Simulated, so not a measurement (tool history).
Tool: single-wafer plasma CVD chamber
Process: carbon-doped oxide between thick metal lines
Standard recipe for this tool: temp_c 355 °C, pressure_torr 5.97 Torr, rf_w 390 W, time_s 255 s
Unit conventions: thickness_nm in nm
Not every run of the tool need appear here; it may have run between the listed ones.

run,hour,temp_c,pressure_torr,rf_w,time_s,wafers since the last listed run,hours since the last thermocouple change,hours since the last RF generator calibration,hours since the last manometer calibration,hours since the showerhead was replaced,hours since the gauge calibration,"read-back reference wafer on the same gauge, thickness_nm",thickness_nm
1,0,355,5.97,390,255,0,2820.9,1349.6,711.3,3779.8,594.9,1270.506,1138.452
2,20.9,355,5.97,390,225,118,2841.8,1370.5,732.2,3800.7,615.8,1272.151,1000.251
3,41.8,355,5.97,390,225,118,2862.7,1391.4,753.1,3821.6,636.7,1269.424,999.544
4,68.9,355,5.97,390,225,154,2889.8,1418.5,780.2,3848.7,663.8,1269.977,995.068
5,86.7,349,5.97,390,255,101,2907.6,1436.3,798,3866.5,681.6,1269.669,1138.012
6,102.3,349,5.97,390,255,88,2923.2,1451.9,813.6,3882.1,697.2,1271.522,1146.88
# hour 116.7: RF generator calibrated
7,117.2,355,5.97,390,255,39,2938.1,0.5,828.5,3897,712.1,1270.425,1166.661
8,135.5,355,5.97,390,255,103,2956.4,18.8,846.8,3915.3,730.4,1269.97,1173.234
9,153.2,355,5.97,355,255,100,2974.1,36.5,864.5,3933,748.1,1270.205,1109.563
10,182.2,355,5.01,390,255,164,3003.1,65.5,893.5,3962,777.1,1270.525,1145.034
11,215.1,355,5.97,390,255,186,3036,98.4,926.4,3994.9,810,1270.513,1168.214
12,233.2,355,7.02,390,255,102,3054.1,116.5,944.5,4013,828.1,1269.995,1183.029
# hour 257.6: showerhead replaced, of another model than before
13,261,355,5.14,435,255,112,3081.9,144.3,972.3,3.4,855.9,1268.891,1209.515
14,289.4,355,5.97,390,255,161,3110.3,172.7,1000.7,31.8,884.3,1267.478,1163.884
15,302.8,341,5.19,390,296,76,3123.7,186.1,1014.1,45.2,897.7,1269.076,1396.28
16,319,355,5.97,420,255,92,3139.9,202.3,1030.3,61.4,913.9,1271.003,1200.517

What does the tool deliver on the next run?
17,334,362,5.97,390,255,85,3154.9,217.3,1045.3,76.4,928.9,?,?

Logged for run 17: read-back reference wafer on the same gauge, thickness_nm 1270.263, thickness_nm 1143.996 nm.
Take away the tool's hidden state, keep the run-to-run variation as it was, and the same run would have given thickness_nm 1148.295 nm.
